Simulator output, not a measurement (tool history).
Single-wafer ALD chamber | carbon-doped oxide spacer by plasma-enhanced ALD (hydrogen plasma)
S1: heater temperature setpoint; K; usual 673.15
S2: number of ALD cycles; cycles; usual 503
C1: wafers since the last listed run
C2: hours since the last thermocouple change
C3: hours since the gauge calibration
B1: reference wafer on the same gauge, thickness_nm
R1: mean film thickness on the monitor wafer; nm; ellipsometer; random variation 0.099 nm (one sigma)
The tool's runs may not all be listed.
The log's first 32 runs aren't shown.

run,hour,S1,S2,C1,C2,C3,B1,R1
33,2587.5,682.15,443,83,278.8,2997.9,24.636,20.688
# hour 2606.4: gauge calibrated
34,2652.3,678.15,572,50,343.6,45.9,24.114,26.443
35,2742.3,661.15,557,70,433.6,135.9,24.117,26.354
36,2830.3,673.15,503,68,521.6,223.9,24.094,23.8
37,2877,688.15,598,36,568.3,270.6,24.113,26.862
38,2916.1,667.15,457,30,607.4,309.7,24.102,21.436
39,2982.2,665.15,437,51,673.5,375.8,24.111,20.517
40,3019.1,673.15,461,28,710.4,412.7,24.124,21.857
41,3084.8,684.15,430,51,776.1,478.4,24.107,19.534
42,3146.7,664.15,465,48,838,540.3,24.127,22.018
43,3187.6,668.15,411,31,878.9,581.2,24.124,19.256
44,3247.7,666.15,474,46,939,641.3,24.141,22.477
45,3328.1,668.15,503,62,1019.4,721.7,24.167,23.74
46,3386.4,659.15,453,45,1077.7,780,24.12,21.4

4 ways to go on from here, each from the tool as it stands after run 46. What would each give?
A,3387.6,673.15,503,0,1078.9,781.2,?,?
B,3387.6,659.15,409,0,1078.9,781.2,?,?
C,3387.6,673.15,572,0,1078.9,781.2,?,?
D,3387.6,678.15,503,0,1078.9,781.2,?,?

run,B1,R1
A,24.131,23.787
B,24.131,19.342
C,24.131,27.05
D,24.131,23.381
Without the tool's hidden state the same runs would have given:
run,R1
A,23.736
B,19.3
C,26.992
D,23.33
